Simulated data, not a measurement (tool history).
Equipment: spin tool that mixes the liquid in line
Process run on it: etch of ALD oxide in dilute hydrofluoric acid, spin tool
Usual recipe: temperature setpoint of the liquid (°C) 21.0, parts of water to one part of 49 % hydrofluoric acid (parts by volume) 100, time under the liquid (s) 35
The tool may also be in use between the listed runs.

run    hour  temperature setpoint of the liquid (°C)  parts of water to one part of 49 % hydrofluoric acid (parts by volume)  time under the liquid (s)  read-back film thickness of the ALD oxide reference wafer, read on the same gauge (nm)  thickness taken off the ALD oxide on a monitor wafer (nm)
  1     0.0                                     21.0                                                                     100                         45                                                                                  150.02                                                       9.54
  2    60.6                                     21.0                                                                     100                         45                                                                                  150.00                                                       9.47
  3    91.0                                     21.0                                                                     100                         35                                                                                  150.02                                                       7.45
  4   142.2                                     21.0                                                                     100                         35                                                                                  149.99                                                       7.38
  5   185.0                                     21.0                                                                     100                         35                                                                                  150.03                                                       7.39
  6   220.6                                     21.0                                                                     100                         35                                                                                  150.01                                                       7.38
  7   405.2                                     21.0                                                                     100                         35                                                                                  150.01                                                       7.40
  8   467.0                                     21.0                                                                     100                         35                                                                                  149.98                                                       7.39
  9   511.2                                     21.0                                                                     100                         35                                                                                  149.98                                                       7.39
 10   554.2                                     21.0                                                                     100                         35                                                                                  150.01                                                       7.42
      665.1  -- thermometer replaced
 11   714.4                                     21.0                                                                     100                         35                                                                                  149.99                                                       7.41
      773.4  -- hydrofluoric acid flow meter replaced
 12   776.1                                     21.0                                                                     100                         35                                                                                  149.97                                                       7.39
 13   800.1                                     24.5                                                                     100                         35                                                                                  149.99                                                       8.56
 14   848.2                                     25.0                                                                     100                         45                                                                                  149.99                                                      11.12
 15   893.0                                     23.5                                                                      85                         15                                                                                  149.97                                                       4.21
 16   953.2                                     21.0                                                                     100                         35                                                                                  150.00                                                       7.40
 17  1017.8                                     24.5                                                                      80                         45                                                                                  150.04                                                      14.01
 18  1048.0                                     21.0                                                                     100                         35                                                                                  149.99                                                       7.40
     1050.6  -- gauge calibrated
 19  1117.3                                     21.0                                                                     100                         35                                                                                  149.99                                                       7.40
 20  1185.2                                     24.5                                                                      80                         45                                                                                  150.04                                                      14.03
 21  1233.4                                     22.5                                                                     150                         25                                                                                  150.02                                                       3.56
 22  1388.4                                     21.0                                                                     100                         35                                                                                  149.97                                                       7.46
 23  1434.3                                     19.0                                                                     100                         45                                                                                  150.00                                                       8.75
 24  1504.1                                     19.5                                                                      50                         55                                                                                  150.00                                                      23.05
 25  1540.8                                     21.0                                                                     145                         35                                                                                  150.01                                                       4.87

3 options for the next run, each taken on its own from the tool as it stands now. Forecast them:
  A  1541.2                                     21.0                                                                     100                         25                                                                                       ?                                                          ?
  B  1541.2                                     19.0                                                                     100                         35                                                                                       ?                                                          ?
  C  1541.2                                     21.0                                                                     100                         40                                                                                       ?                                                          ?

run  read-back film thickness of the ALD oxide reference wafer, read on the same gauge (nm)  thickness taken off the ALD oxide on a monitor wafer (nm)
  A                                                                                  150.00                                                       5.30
  B                                                                                  150.00                                                       6.83
  C                                                                                  150.00                                                       8.48
Without the tool's unlogged condition, the same runs would have read:
run  thickness taken off the ALD oxide on a monitor wafer (nm)
  A                                                       5.30
  B                                                       6.83
  C                                                       8.48
